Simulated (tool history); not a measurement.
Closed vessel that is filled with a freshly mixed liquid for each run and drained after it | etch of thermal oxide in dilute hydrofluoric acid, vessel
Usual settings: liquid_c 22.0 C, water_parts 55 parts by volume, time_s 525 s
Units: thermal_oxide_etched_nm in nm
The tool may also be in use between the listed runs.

| run | hour | liquid_c | water_parts | time_s | wafers since the last listed run | hours since the thermometer was replaced | hours since the hydrofluoric acid flow meter was replaced | hours since the gauge calibration | read-back film thickness of the thermal oxide reference wafer, read on the same gauge (nm) | thermal_oxide_etched_nm |
|---|---|---|---|---|---|---|---|---|---|---|
| 1 | 0.0 | 25.5 | 55 | 525 | 0 | 2355.3 | 1381.2 | 347.0 | 129.98 | 54.13 |
| 2 | 15.3 | 24.0 | 55 | 435 | 1003 | 2370.6 | 1396.5 | 362.3 | 130.02 | 41.98 |
| 3 | 24.8 | 24.0 | 55 | 435 | 622 | 2380.1 | 1406.0 | 371.8 | 129.99 | 42.15 |
| 4 | 37.2 | 24.0 | 55 | 435 | 813 | 2392.5 | 1418.4 | 384.2 | 130.02 | 42.05 |
| 5 | 53.3 | 22.0 | 55 | 525 | 1055 | 2408.6 | 1434.5 | 400.3 | 130.01 | 46.35 |
| 6 | 104.0 | 22.0 | 55 | 525 | 3324 | 2459.3 | 1485.2 | 451.0 | 129.99 | 46.65 |
| 7 | 114.6 | 22.0 | 55 | 525 | 695 | 2469.9 | 1495.8 | 461.6 | 130.01 | 46.51 |
| 8 | 127.2 | 22.0 | 55 | 525 | 826 | 2482.5 | 1508.4 | 474.2 | 130.02 | 46.53 |
| 9 | 133.6 | 22.0 | 55 | 525 | 419 | 2488.9 | 1514.8 | 480.6 | 130.02 | 46.88 |
|  | 139.0 | thermometer replaced |
| 10 | 148.1 | 22.0 | 55 | 525 | 885 | 9.1 | 1529.3 | 495.1 | 129.98 | 50.57 |
| 11 | 155.0 | 22.0 | 55 | 525 | 452 | 16.0 | 1536.2 | 502.0 | 130.01 | 50.78 |
| 12 | 172.1 | 22.0 | 55 | 525 | 1121 | 33.1 | 1553.3 | 519.1 | 129.95 | 51.00 |
| 13 | 180.7 | 22.0 | 55 | 525 | 563 | 41.7 | 1561.9 | 527.7 | 129.97 | 51.21 |
| 14 | 196.9 | 22.0 | 65 | 525 | 1062 | 57.9 | 1578.1 | 543.9 | 130.01 | 42.53 |
|  | 197.7 | gauge calibrated |
| 15 | 208.4 | 22.0 | 55 | 525 | 754 | 69.4 | 1589.6 | 10.7 | 129.97 | 51.16 |
| 16 | 220.9 | 22.0 | 55 | 525 | 819 | 81.9 | 1602.1 | 23.2 | 130.03 | 50.94 |
| 17 | 229.5 | 23.5 | 55 | 345 | 563 | 90.5 | 1610.7 | 31.8 | 129.99 | 35.66 |
|  | 241.8 | hydrofluoric acid flow meter replaced |
| 18 | 244.3 | 22.0 | 55 | 525 | 904 | 105.3 | 2.5 | 46.6 | 130.05 | 46.17 |
| 19 | 253.5 | 22.0 | 55 | 730 | 603 | 114.5 | 11.7 | 55.8 | 129.98 | 64.32 |
| 20 | 268.8 | 22.0 | 55 | 525 | 1003 | 129.8 | 27.0 | 71.1 | 129.98 | 45.94 |
| 21 | 278.6 | 25.5 | 55 | 695 | 642 | 139.6 | 36.8 | 80.9 | 130.00 | 71.22 |
| 22 | 291.4 | 22.0 | 35 | 340 | 839 | 152.4 | 49.6 | 93.7 | 129.99 | 47.87 |
| 23 | 299.0 | 19.0 | 55 | 525 | 498 | 160.0 | 57.2 | 101.3 | 129.98 | 40.63 |
| 24 | 309.4 | 25.5 | 55 | 710 | 681 | 170.4 | 67.6 | 111.7 | 129.95 | 72.14 |
| 25 | 326.9 | 27.0 | 55 | 620 | 1147 | 187.9 | 85.1 | 129.2 | 129.97 | 66.96 |
| 26 | 339.1 | 24.0 | 80 | 370 | 800 | 200.1 | 97.3 | 141.4 | 129.99 | 23.60 |
| 27 | 351.5 | 22.0 | 55 | 830 | 813 | 212.5 | 109.7 | 153.8 | 130.00 | 73.35 |
| 28 | 362.2 | 22.0 | 75 | 525 | 701 | 223.2 | 120.4 | 164.5 | 129.96 | 33.09 |
| 29 | 374.6 | 22.0 | 55 | 525 | 813 | 235.6 | 132.8 | 176.9 | 129.99 | 46.34 |
| 30 | 383.7 | 18.5 | 55 | 525 | 596 | 244.7 | 141.9 | 186.0 | 130.00 | 39.55 |
| 31 | 397.4 | 22.0 | 35 | 650 | 898 | 258.4 | 155.6 | 199.7 | 129.98 | 91.85 |
| 32 | 412.1 | 18.0 | 45 | 725 | 963 | 273.1 | 170.3 | 214.4 | 130.02 | 66.28 |
| 33 | 422.7 | 24.5 | 55 | 400 | 695 | 283.7 | 180.9 | 225.0 | 130.01 | 38.91 |

Measured less the same run without the tool's hidden state. The same run-to-run variation is in both; the gauge's scatter may not be:
The hidden state here: liquid colder than its thermometer reads (K); hydrofluoric acid flow above the setpoint (%); gauge reads high (%).
| run | thermal_oxide_etched_nm |
|---|---|
| 1 | +0.60 |
| 2 | +0.43 |
| 3 | +0.44 |
| 4 | +0.45 |
| 5 | +0.42 |
| 6 | +0.47 |
| 7 | +0.48 |
| 8 | +0.50 |
| 9 | +0.52 |
| 10 | +4.73 |
| 11 | +4.78 |
| 12 | +4.81 |
| 13 | +4.83 |
| 14 | +4.09 |
| 15 | +4.86 |
| 16 | +4.84 |
| 17 | +3.42 |
| 18 | +0.02 |
| 19 | +0.03 |
| 20 | +0.05 |
| 21 | +0.14 |
| 22 | +0.05 |
| 23 | +0.05 |
| 24 | +0.21 |
| 25 | +0.28 |
| 26 | +0.10 |
| 27 | +0.24 |
| 28 | +0.15 |
| 29 | +0.19 |
| 30 | +0.13 |
| 31 | +0.34 |
| 32 | +0.25 |
| 33 | +0.25 |

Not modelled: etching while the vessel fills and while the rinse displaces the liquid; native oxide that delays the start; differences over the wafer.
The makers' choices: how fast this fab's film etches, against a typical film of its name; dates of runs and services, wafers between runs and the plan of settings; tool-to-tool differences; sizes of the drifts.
